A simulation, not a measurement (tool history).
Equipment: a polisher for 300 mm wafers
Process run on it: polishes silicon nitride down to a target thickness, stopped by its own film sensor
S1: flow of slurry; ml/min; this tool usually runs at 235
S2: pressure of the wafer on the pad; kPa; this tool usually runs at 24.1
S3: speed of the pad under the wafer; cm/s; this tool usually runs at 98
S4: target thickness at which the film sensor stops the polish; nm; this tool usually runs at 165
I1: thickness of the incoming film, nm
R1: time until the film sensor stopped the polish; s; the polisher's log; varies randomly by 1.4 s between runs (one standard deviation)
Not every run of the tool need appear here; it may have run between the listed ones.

| run | hour | S1 | S2 | S3 | S4 | I1 | R1 |
|---|---|---|---|---|---|---|---|
| 1 | 0 | 235 | 24.1 | 122 | 165 | 362.5 | 81.6 |
| 2 | 7.2 | 235 | 24.1 | 98 | 165 | 367.6 | 97.4 |
| 3 | 16.9 | 235 | 24.1 | 98 | 165 | 367.5 | 97.3 |
| 4 | 24.2 | 235 | 24.1 | 98 | 165 | 372.8 | 99.9 |
| 5 | 38.2 | 285 | 26.9 | 98 | 165 | 366.5 | 85.9 |
| 6 | 71.6 | 285 | 26.9 | 98 | 165 | 371.7 | 89.3 |
|  | 79.1 | worn pad replaced by a new one |
| 7 | 80.1 | 285 | 26.9 | 98 | 165 | 372.3 | 88.5 |
| 8 | 93.5 | 235 | 24.1 | 98 | 165 | 373.1 | 101.8 |
| 9 | 100.8 | 235 | 24.1 | 98 | 165 | 373.4 | 100.8 |
|  | 109.6 | head pressure recalibrated |
| 10 | 110.1 | 295 | 27.6 | 98 | 165 | 373.5 | 95.7 |
| 11 | 115.3 | 235 | 30.3 | 98 | 102 | 369.1 | 113.8 |
| 12 | 131 | 235 | 31.7 | 98 | 140 | 369.2 | 90.3 |
| 13 | 141.1 | 285 | 26.9 | 98 | 165 | 370.2 | 92.6 |
| 14 | 158.6 | 305 | 27.6 | 68 | 146 | 376.2 | 130.3 |
|  | 162.5 | slurry nozzle cleaned |
| 15 | 171.9 | 160 | 29 | 120 | 165 | 370.7 | 80 |
| 16 | 198.8 | 265 | 24.1 | 122 | 127 | 373.8 | 103.7 |
|  | 212.5 | worn pad replaced by a new one |
| 17 | 213 | 235 | 24.1 | 98 | 165 | 368.3 | 98.8 |
| 18 | 221.3 | 235 | 24.1 | 98 | 165 | 373.2 | 101.1 |

Branching from run 18: 4 alternative next runs. What would each branch give?
| A | 221.8 | 235 | 24.1 | 98 | 130 | 374.4 | ? |
| B | 221.8 | 235 | 17.2 | 88 | 113 | 374.4 | ? |
| C | 221.8 | 235 | 20 | 98 | 165 | 374.4 | ? |
| D | 221.8 | 310 | 24.1 | 106 | 193 | 374.4 | ? |

| run | R1 |
|---|---|
| A | 120.1 |
| B | 184.8 |
| C | 120.9 |
| D | 81.7 |
Had the tool no hidden state, the same runs would have come out as:
| run | R1 |
|---|---|
| A | 129.3 |
| B | 199.1 |
| C | 130.2 |
| D | 88 |
